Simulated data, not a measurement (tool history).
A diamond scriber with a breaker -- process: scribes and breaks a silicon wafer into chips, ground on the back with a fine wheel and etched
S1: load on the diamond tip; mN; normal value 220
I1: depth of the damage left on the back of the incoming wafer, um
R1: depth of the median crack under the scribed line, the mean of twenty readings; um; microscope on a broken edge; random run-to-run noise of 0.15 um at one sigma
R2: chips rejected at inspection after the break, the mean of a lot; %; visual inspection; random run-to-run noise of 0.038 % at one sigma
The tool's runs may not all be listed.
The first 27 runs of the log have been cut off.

run,hour,S1,I1,R1,R2
28,1342.5,220,0.62,10.76,1.77
29,1371.1,220,0.52,10.77,1.96
30,1425.7,191,0.35,9.64,3.09
31,1466.0,176,0.71,8.90,9.11
32,1515.4,154,0.74,7.76,23.96
33,1572.4,220,0.54,10.93,2.55
34,1600.7,174,0.76,8.95,9.07
35,1665.0,201,0.71,9.96,1.00
# hour 1705.1: diamond tip replaced by a new one
36,1718.1,169,0.39,8.76,10.26
37,1747.0,220,0.62,11.17,3.58
38,1960.6,199,0.33,10.12,1.05
39,2029.0,280,0.79,13.75,34.98
40,2078.2,220,0.39,11.39,6.74
# hour 2109.4: diamond tip replaced by a new one
41,2113.0,220,0.45,11.64,6.97

Forecast each of these 4 alternatives for the next run:
A,2113.5,251,0.71,?,?
B,2113.5,262,0.71,?,?
C,2113.5,166,0.71,?,?
D,2113.5,272,0.71,?,?

run,R1,R2
A,12.42,22.35
B,12.86,28.45
C,8.73,8.27
D,13.25,34.04
Without the tool's unlogged condition, the same runs would have read:
run,R1,R2
A,11.05,6.32
B,11.43,10.09
C,7.77,25.63
D,11.78,14.04
